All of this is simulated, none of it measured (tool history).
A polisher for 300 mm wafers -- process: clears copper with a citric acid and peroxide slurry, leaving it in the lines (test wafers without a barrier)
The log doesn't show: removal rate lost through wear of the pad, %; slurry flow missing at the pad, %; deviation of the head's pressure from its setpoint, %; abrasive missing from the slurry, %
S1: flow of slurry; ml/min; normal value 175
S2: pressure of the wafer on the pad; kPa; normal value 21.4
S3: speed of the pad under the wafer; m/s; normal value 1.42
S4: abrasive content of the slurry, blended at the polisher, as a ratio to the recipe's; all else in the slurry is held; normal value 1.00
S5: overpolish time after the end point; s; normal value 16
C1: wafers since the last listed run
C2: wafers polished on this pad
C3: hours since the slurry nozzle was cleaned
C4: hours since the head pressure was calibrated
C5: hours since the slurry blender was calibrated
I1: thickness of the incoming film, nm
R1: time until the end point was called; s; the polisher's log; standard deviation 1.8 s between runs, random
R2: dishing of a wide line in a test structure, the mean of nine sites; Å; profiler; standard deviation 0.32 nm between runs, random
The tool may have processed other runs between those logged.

Run 1, day 0.000: usual settings; C1 0; C2 910; C3 452.1; C4 888.2; C5 80.0; I1 369.9. Result: R1 154.8 s, R2 232 Å.
At day 2.558: worn pad replaced by a new one.
Run 2, day 2.738: usual settings; C1 278; C2 19; C3 517.8; C4 953.9; C5 145.7; I1 371.0. Result: R1 147.5 s, R2 245 Å.
Run 3, day 5.562: usual settings; C1 306; C2 325; C3 585.6; C4 1021.7; C5 213.5; I1 369.6. Result: R1 146.8 s, R2 243 Å.
Run 4, day 6.925: usual settings but S1 210 ml/min; C1 147; C2 473; C3 618.3; C4 1054.4; C5 246.2; I1 372.8. Result: R1 149.4 s, R2 238 Å.
Run 5, day 9.450: usual settings but S1 210 ml/min; C1 273; C2 747; C3 678.9; C4 1115.0; C5 306.8; I1 363.3. Result: R1 149.2 s, R2 237 Å.
Run 6, day 12.096: usual settings but S1 210 ml/min; C1 286; C2 1033; C3 742.4; C4 1178.5; C5 370.3; I1 367.4. Result: R1 153.2 s, R2 229 Å.
At day 12.279: slurry blender recalibrated.
At day 13.083: slurry nozzle cleaned.
At day 13.562: worn pad replaced by a new one.
Run 7, day 13.854: usual settings; C1 158; C2 31; C3 18.5; C4 1220.7; C5 37.8; I1 370.6. Result: R1 149.9 s, R2 243 Å.
Run 8, day 15.467: usual settings but S1 190 ml/min; C1 174; C2 206; C3 57.2; C4 1259.4; C5 76.5; I1 375.2. Result: R1 153.5 s, R2 241 Å.
Run 9, day 16.471: usual settings but S4 1.15; C1 108; C2 315; C3 81.3; C4 1283.5; C5 100.6; I1 368.5. Result: R1 148.7 s, R2 241 Å.
At day 16.942: head pressure recalibrated.
Run 10, day 19.342: usual settings but S4 0.70, S5 9 s; C1 302; C2 617; C3 150.2; C4 57.6; C5 169.5; I1 373.9. Result: R1 148.7 s, R2 156 Å.
Run 11, day 21.858: usual settings; C1 272; C2 890; C3 210.6; C4 118.0; C5 229.9; I1 370.2. Result: R1 146.0 s, R2 239 Å.
At day 23.683: worn pad replaced by a new one.
Run 12, day 23.817: usual settings but S1 130 ml/min, S3 1.92 m/s; C1 194; C2 14; C3 257.6; C4 165.0; C5 276.9; I1 365.1. Result: R1 109.4 s, R2 301 Å.
Run 13, day 26.100: usual settings but S1 215 ml/min; C1 247; C2 262; C3 312.4; C4 219.8; C5 331.7; I1 375.9. Result: R1 137.3 s, R2 261 Å.
Run 14, day 28.179: usual settings; C1 225; C2 487; C3 362.3; C4 269.7; C5 381.6; I1 371.4. Result: R1 145.3 s, R2 244 Å.
At day 28.371: slurry blender recalibrated.
Run 15, day 31.129: usual settings; C1 310; C2 798; C3 433.1; C4 340.5; C5 66.2; I1 374.4. Result: R1 152.1 s, R2 243 Å.
Run 16, day 32.696: usual settings but S1 195 ml/min, S2 18.6 kPa, S4 0.80; C1 169; C2 968; C3 470.7; C4 378.1; C5 103.8; I1 377.0. Result: R1 176.2 s, R2 210 Å.

Below are 3 alternative next runs, each starting from the tool's condition after run 16. Predict each:
Run A, day 32.717: usual settings; C1 2; C2 970; C3 471.2; C4 378.6; C5 104.3; I1 369.3. Result: R1 ?, R2 ?.
Run B, day 32.717: usual settings but S1 155 ml/min, S4 0.75; C1 2; C2 970; C3 471.2; C4 378.6; C5 104.3; I1 369.3. Result: R1 ?, R2 ?.
Run C, day 32.717: usual settings but S1 215 ml/min, S2 17.2 kPa, S3 1.16 m/s; C1 2; C2 970; C3 471.2; C4 378.6; C5 104.3; I1 369.3. Result: R1 ?, R2 ?.

run     R1   R2
  A  150.4  238
  B  160.1  227
  C  214.2  179
With no hidden state in the tool, these same runs would have given:
run     R1   R2
  A  133.6  260
  B  142.2  249
  C  190.3  197

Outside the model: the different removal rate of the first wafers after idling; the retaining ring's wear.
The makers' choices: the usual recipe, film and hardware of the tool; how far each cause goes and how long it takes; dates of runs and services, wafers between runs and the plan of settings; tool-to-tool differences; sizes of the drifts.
